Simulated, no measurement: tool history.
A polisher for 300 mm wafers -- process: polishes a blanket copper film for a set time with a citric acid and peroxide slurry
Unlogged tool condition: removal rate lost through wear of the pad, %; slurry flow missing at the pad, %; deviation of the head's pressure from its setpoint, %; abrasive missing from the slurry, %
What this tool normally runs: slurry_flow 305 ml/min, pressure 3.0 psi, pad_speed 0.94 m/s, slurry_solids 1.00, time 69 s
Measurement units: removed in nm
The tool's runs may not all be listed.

| run | hour | slurry_flow | pressure | pad_speed | slurry_solids | time | wafers since the last listed run | wafers polished on this pad | hours since the slurry nozzle was cleaned | hours since the head pressure was calibrated | hours since the slurry blender was calibrated | incoming thickness of the incoming film, nm | removed |
|---|---|---|---|---|---|---|---|---|---|---|---|---|---|
| 1 | 0.0 | 305 | 3.0 | 0.94 | 1.00 | 69 | 0 | 791 | 389.3 | 259.3 | 60.1 | 892.5 | 139.6 |
|  | 3.5 | worn pad replaced by a new one |
| 2 | 22.8 | 305 | 3.0 | 0.94 | 1.00 | 69 | 116 | 116 | 412.1 | 282.1 | 82.9 | 891.9 | 145.1 |
| 3 | 41.8 | 305 | 3.0 | 0.94 | 1.00 | 69 | 115 | 231 | 431.1 | 301.1 | 101.9 | 875.7 | 142.2 |
| 4 | 68.3 | 305 | 3.0 | 0.94 | 1.00 | 69 | 160 | 392 | 457.6 | 327.6 | 128.4 | 897.2 | 140.3 |
| 5 | 94.8 | 275 | 3.0 | 0.94 | 1.00 | 69 | 160 | 553 | 484.1 | 354.1 | 154.9 | 880.6 | 143.3 |
| 6 | 119.8 | 275 | 3.0 | 0.94 | 1.00 | 69 | 151 | 704 | 509.1 | 379.1 | 179.9 | 876.8 | 137.2 |
|  | 136.0 | worn pad replaced by a new one |
| 7 | 136.5 | 275 | 3.0 | 0.94 | 1.00 | 69 | 76 | 3 | 525.8 | 395.8 | 196.6 | 875.2 | 134.4 |
| 8 | 155.3 | 305 | 3.0 | 0.94 | 1.00 | 69 | 113 | 117 | 544.6 | 414.6 | 215.4 | 880.6 | 127.4 |
| 9 | 187.9 | 305 | 3.0 | 0.74 | 1.00 | 69 | 197 | 314 | 577.2 | 447.2 | 248.0 | 881.8 | 103.5 |
|  | 203.7 | slurry blender recalibrated |
| 10 | 209.4 | 305 | 3.0 | 0.74 | 1.00 | 69 | 118 | 432 | 598.7 | 468.7 | 5.7 | 884.0 | 100.6 |
| 11 | 225.7 | 305 | 3.0 | 0.94 | 1.00 | 69 | 98 | 531 | 615.0 | 485.0 | 22.0 | 891.0 | 124.4 |
| 12 | 239.8 | 305 | 3.0 | 1.04 | 1.00 | 69 | 85 | 617 | 629.1 | 499.1 | 36.1 | 875.2 | 137.7 |
| 13 | 256.9 | 305 | 3.0 | 1.04 | 1.00 | 69 | 103 | 720 | 646.2 | 516.2 | 53.2 | 885.7 | 134.3 |
|  | 271.4 | worn pad replaced by a new one, repeated, since the last time left the tool worse |
| 14 | 287.5 | 375 | 3.0 | 1.20 | 0.85 | 69 | 161 | 97 | 676.8 | 546.8 | 83.8 | 872.2 | 171.4 |
| 15 | 319.5 | 305 | 3.0 | 0.94 | 1.00 | 69 | 193 | 291 | 708.8 | 578.8 | 115.8 | 874.0 | 139.2 |
| 16 | 345.3 | 305 | 3.4 | 0.94 | 1.00 | 69 | 156 | 448 | 734.6 | 604.6 | 141.6 | 880.7 | 153.5 |
| 17 | 358.9 | 305 | 3.0 | 0.94 | 1.00 | 69 | 82 | 530 | 748.2 | 618.2 | 155.2 | 874.5 | 140.3 |
| 18 | 391.2 | 305 | 3.0 | 0.94 | 0.75 | 56 | 195 | 726 | 780.5 | 650.5 | 187.5 | 884.3 | 101.7 |
|  | 412.0 | worn pad replaced by a new one |
| 19 | 417.2 | 270 | 3.0 | 1.16 | 1.20 | 60 | 133 | 31 | 806.5 | 676.5 | 213.5 | 897.1 | 165.3 |
| 20 | 439.3 | 305 | 2.7 | 0.94 | 1.00 | 69 | 133 | 165 | 828.6 | 698.6 | 235.6 | 873.7 | 130.1 |
|  | 462.4 | head pressure recalibrated |
| 21 | 467.5 | 305 | 3.0 | 0.94 | 1.00 | 69 | 158 | 324 | 856.8 | 5.1 | 263.8 | 870.3 | 141.7 |
| 22 | 493.9 | 305 | 3.9 | 0.94 | 0.90 | 69 | 160 | 484 | 883.2 | 31.5 | 290.2 | 880.2 | 171.4 |
|  | 514.4 | slurry blender recalibrated |
| 23 | 514.9 | 255 | 3.0 | 0.94 | 1.00 | 82 | 115 | 599 | 904.2 | 52.5 | 0.5 | 884.1 | 167.6 |
|  | 517.5 | slurry nozzle cleaned |
|  | 551.7 | worn pad replaced by a new one |
| 24 | 607.1 | 305 | 3.0 | 0.68 | 1.00 | 51 | 528 | 336 | 89.6 | 144.7 | 92.7 | 873.3 | 79.6 |
| 25 | 640.5 | 305 | 3.0 | 0.78 | 1.10 | 69 | 202 | 538 | 123.0 | 178.1 | 126.1 | 895.5 | 124.3 |
| 26 | 656.8 | 305 | 3.0 | 0.94 | 1.25 | 69 | 98 | 637 | 139.3 | 194.4 | 142.4 | 889.2 | 153.0 |

5 ways to go on from here, each from the tool as it stands after run 26. What would each give?
| A | 657.2 | 305 | 3.0 | 0.94 | 1.00 | 69 | 2 | 639 | 139.7 | 194.8 | 142.8 | 877.5 | ? |
| B | 657.2 | 305 | 2.6 | 1.18 | 1.00 | 53 | 2 | 639 | 139.7 | 194.8 | 142.8 | 877.5 | ? |
| C | 657.2 | 305 | 3.0 | 0.94 | 0.90 | 79 | 2 | 639 | 139.7 | 194.8 | 142.8 | 877.5 | ? |
| D | 657.2 | 305 | 2.3 | 0.80 | 1.00 | 69 | 2 | 639 | 139.7 | 194.8 | 142.8 | 877.5 | ? |
| E | 657.2 | 355 | 3.0 | 0.72 | 1.00 | 69 | 2 | 639 | 139.7 | 194.8 | 142.8 | 877.5 | ? |

| run | removed |
|---|---|
| A | 138.1 |
| B | 114.1 |
| C | 152.5 |
| D | 94.5 |
| E | 110.7 |
Without the tool's hidden state the same runs would have given:
| run | removed |
|---|---|
| A | 146.5 |
| B | 121.0 |
| C | 161.8 |
| D | 100.3 |
| E | 117.5 |

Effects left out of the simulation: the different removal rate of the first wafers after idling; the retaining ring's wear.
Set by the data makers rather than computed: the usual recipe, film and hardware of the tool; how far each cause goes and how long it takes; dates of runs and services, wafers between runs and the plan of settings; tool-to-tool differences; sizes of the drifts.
